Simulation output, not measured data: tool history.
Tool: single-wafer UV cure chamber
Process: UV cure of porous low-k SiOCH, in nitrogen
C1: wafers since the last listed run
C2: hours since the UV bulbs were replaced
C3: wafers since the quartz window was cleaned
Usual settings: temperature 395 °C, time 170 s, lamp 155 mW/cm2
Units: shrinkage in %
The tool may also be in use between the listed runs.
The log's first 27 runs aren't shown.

{"run": 28, "day": 93.729, "temperature": 395, "time": 170, "lamp": 155, "C1": 332, "C2": 561.3, "C3": 346, "shrinkage": 12.424}
{"day": 102.658, "done": "UV bulbs replaced, repeated, since the last time left the tool worse"}
{"run": 29, "day": 102.708, "temperature": 385, "time": 210, "lamp": 185, "C1": 853, "C2": 1.2, "C3": 1200, "shrinkage": 17.232}
{"run": 30, "day": 105.983, "temperature": 408, "time": 210, "lamp": 186, "C1": 323, "C2": 79.8, "C3": 1523, "shrinkage": 17.679}
{"day": 115.283, "done": "quartz window cleaned"}
{"run": 31, "day": 115.304, "temperature": 395, "time": 135, "lamp": 138, "C1": 887, "C2": 303.5, "C3": 1, "shrinkage": 13.488}
{"run": 32, "day": 117.892, "temperature": 395, "time": 170, "lamp": 155, "C1": 255, "C2": 365.6, "C3": 257, "shrinkage": 15.115}
{"run": 33, "day": 119.45, "temperature": 410, "time": 90, "lamp": 155, "C1": 153, "C2": 403, "C3": 411, "shrinkage": 12.065}
{"run": 34, "day": 122.088, "temperature": 395, "time": 170, "lamp": 155, "C1": 260, "C2": 466.3, "C3": 671, "shrinkage": 14.788}
{"run": 35, "day": 124.838, "temperature": 395, "time": 170, "lamp": 155, "C1": 271, "C2": 532.3, "C3": 942, "shrinkage": 14.958}
{"run": 36, "day": 126.558, "temperature": 389, "time": 170, "lamp": 144, "C1": 169, "C2": 573.6, "C3": 1112, "shrinkage": 14.373}
{"run": 37, "day": 128.604, "temperature": 395, "time": 170, "lamp": 155, "C1": 201, "C2": 622.7, "C3": 1314, "shrinkage": 14.879}
{"run": 38, "day": 131.121, "temperature": 403, "time": 95, "lamp": 137, "C1": 248, "C2": 683.1, "C3": 1563, "shrinkage": 11.452}
{"run": 39, "day": 134.121, "temperature": 395, "time": 170, "lamp": 155, "C1": 296, "C2": 755.1, "C3": 1859, "shrinkage": 14.773}
{"run": 40, "day": 137.112, "temperature": 404, "time": 240, "lamp": 187, "C1": 295, "C2": 826.9, "C3": 2154, "shrinkage": 18.236}
{"run": 41, "day": 141.204, "temperature": 376, "time": 210, "lamp": 155, "C1": 403, "C2": 925.1, "C3": 2558, "shrinkage": 15.622}
{"day": 142.271, "done": "quartz window cleaned"}
{"run": 42, "day": 144.421, "temperature": 410, "time": 205, "lamp": 126, "C1": 284, "C2": 1002.3, "C3": 212, "shrinkage": 14.532}

Forecast each of these 5 alternatives for the next run:
{"run": "A", "day": 144.442, "temperature": 395, "time": 170, "lamp": 120, "C1": 2, "C2": 1002.8, "C3": 214, "shrinkage": "?"}
{"run": "B", "day": 144.442, "temperature": 381, "time": 225, "lamp": 116, "C1": 2, "C2": 1002.8, "C3": 214, "shrinkage": "?"}
{"run": "C", "day": 144.442, "temperature": 401, "time": 195, "lamp": 155, "C1": 2, "C2": 1002.8, "C3": 214, "shrinkage": "?"}
{"run": "D", "day": 144.442, "temperature": 384, "time": 245, "lamp": 155, "C1": 2, "C2": 1002.8, "C3": 214, "shrinkage": "?"}
{"run": "E", "day": 144.442, "temperature": 382, "time": 170, "lamp": 155, "C1": 2, "C2": 1002.8, "C3": 214, "shrinkage": "?"}

run=A shrinkage=13.262
run=B shrinkage=14.284
run=C shrinkage=15.517
run=D shrinkage=16.415
run=E shrinkage=14.358
Without the tool's hidden state the same runs would have given:
run=A shrinkage=14.08
run=B shrinkage=15.117
run=C shrinkage=16.367
run=D shrinkage=17.275
run=E shrinkage=15.192
